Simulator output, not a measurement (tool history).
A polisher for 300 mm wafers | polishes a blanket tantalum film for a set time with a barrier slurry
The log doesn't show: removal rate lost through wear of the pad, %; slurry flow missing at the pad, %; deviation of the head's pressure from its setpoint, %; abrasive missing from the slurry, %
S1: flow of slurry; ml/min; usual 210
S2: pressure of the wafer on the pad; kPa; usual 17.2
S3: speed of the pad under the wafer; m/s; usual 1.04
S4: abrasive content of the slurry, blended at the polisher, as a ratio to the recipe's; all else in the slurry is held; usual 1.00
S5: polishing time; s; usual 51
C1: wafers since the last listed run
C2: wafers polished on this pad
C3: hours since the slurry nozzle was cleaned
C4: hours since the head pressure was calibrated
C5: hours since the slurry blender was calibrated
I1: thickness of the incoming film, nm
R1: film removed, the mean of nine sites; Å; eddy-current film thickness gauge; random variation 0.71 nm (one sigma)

run	hour	S1	S2	S3	S4	S5	C1	C2	C3	C4	C5	I1	R1
1	0.0	210	20.0	1.04	1.20	51	0	493	212.8	1371.0	36.7	406.9	1462
2	29.5	210	20.0	1.04	1.20	51	237	731	242.3	1400.5	66.2	412.6	1453
# hour 34.5: worn pad replaced by a new one
3	45.0	210	17.2	1.04	1.00	51	92	84	257.8	1416.0	81.7	413.9	1174
4	76.9	210	17.2	1.04	1.00	51	256	341	289.7	1447.9	113.6	406.0	1167
5	102.5	210	17.2	1.04	1.20	51	205	547	315.3	1473.5	139.2	404.3	1216
# hour 121.1: worn pad replaced by a new one
6	125.1	210	17.2	1.04	1.20	51	149	32	337.9	1496.1	161.8	408.6	1220
7	143.8	210	17.2	1.04	1.00	51	150	182	356.6	1514.8	180.5	408.2	1145
8	166.4	210	17.2	1.04	1.00	51	181	364	379.2	1537.4	203.1	409.3	1136
9	183.5	210	17.2	1.04	1.00	51	137	502	396.3	1554.5	220.2	408.2	1142
10	197.8	210	17.2	1.04	1.00	51	115	617	410.6	1568.8	234.5	410.9	1138
11	219.7	210	17.2	1.04	1.00	51	176	793	432.5	1590.7	256.4	409.0	1129
# hour 230.8: worn pad replaced by a new one
# hour 239.2: head pressure recalibrated
12	242.2	210	17.2	1.04	1.00	51	132	75	455.0	3.0	278.9	418.0	991
13	260.3	210	17.2	1.04	1.00	51	145	221	473.1	21.1	297.0	411.9	995
# hour 282.2: slurry blender recalibrated
14	291.6	210	17.2	1.04	0.75	67	235	456	504.4	52.4	9.4	408.4	1301
# hour 318.1: worn pad replaced by a new one
15	319.5	210	17.2	1.04	1.00	51	192	11	532.3	80.3	37.3	409.9	1077
16	334.3	210	17.2	1.04	1.25	51	119	130	547.1	95.1	52.1	414.0	1137
17	350.7	210	17.2	1.14	1.00	51	131	262	563.5	111.5	68.5	414.0	1175
18	374.7	270	17.2	0.82	1.15	51	193	455	587.5	135.5	92.5	411.4	905
# hour 385.2: slurry nozzle cleaned
19	391.0	210	22.1	1.34	1.00	51	123	578	5.8	151.8	108.8	417.2	1749
20	412.3	210	17.2	1.04	1.00	51	171	750	27.1	173.1	130.1	416.4	1054
# hour 420.5: worn pad replaced by a new one
21	437.3	210	17.2	0.72	1.00	51	168	134	52.1	198.1	155.1	409.7	726
22	459.9	210	13.1	0.70	0.90	37	181	316	74.7	220.7	177.7	408.3	377
23	472.0	260	11.0	0.92	1.20	51	97	414	86.8	232.8	189.8	414.0	651
24	490.3	230	12.4	1.04	1.00	62	147	561	105.1	251.1	208.1	412.2	922

Some steps in R1 between neighbouring runs. How much of each would the tool show without its hidden state too (settings, what came in, random variation), and how much is left for the hidden state, with any gauge scatter that isn't in both results?
Run 11 -> 12: worn pad replaced by a new one, head pressure recalibrated. R1 -138 Å: hidden state -137, all else -1.
Run 13 -> 14: S4 1.00 -> 0.75, S5 51 -> 67, slurry blender recalibrated. R1 +306 Å: hidden state +89, all else +217.
Run 18 -> 19: S1 270 -> 210, S2 17.2 -> 22.1, S3 0.82 -> 1.34, S4 1.15 -> 1.00, slurry nozzle cleaned. R1 +844 Å: hidden state -41, all else +885.
Run 19 -> 20: S2 22.1 -> 17.2, S3 1.34 -> 1.04. R1 -695 Å: hidden state +24, all else -719.
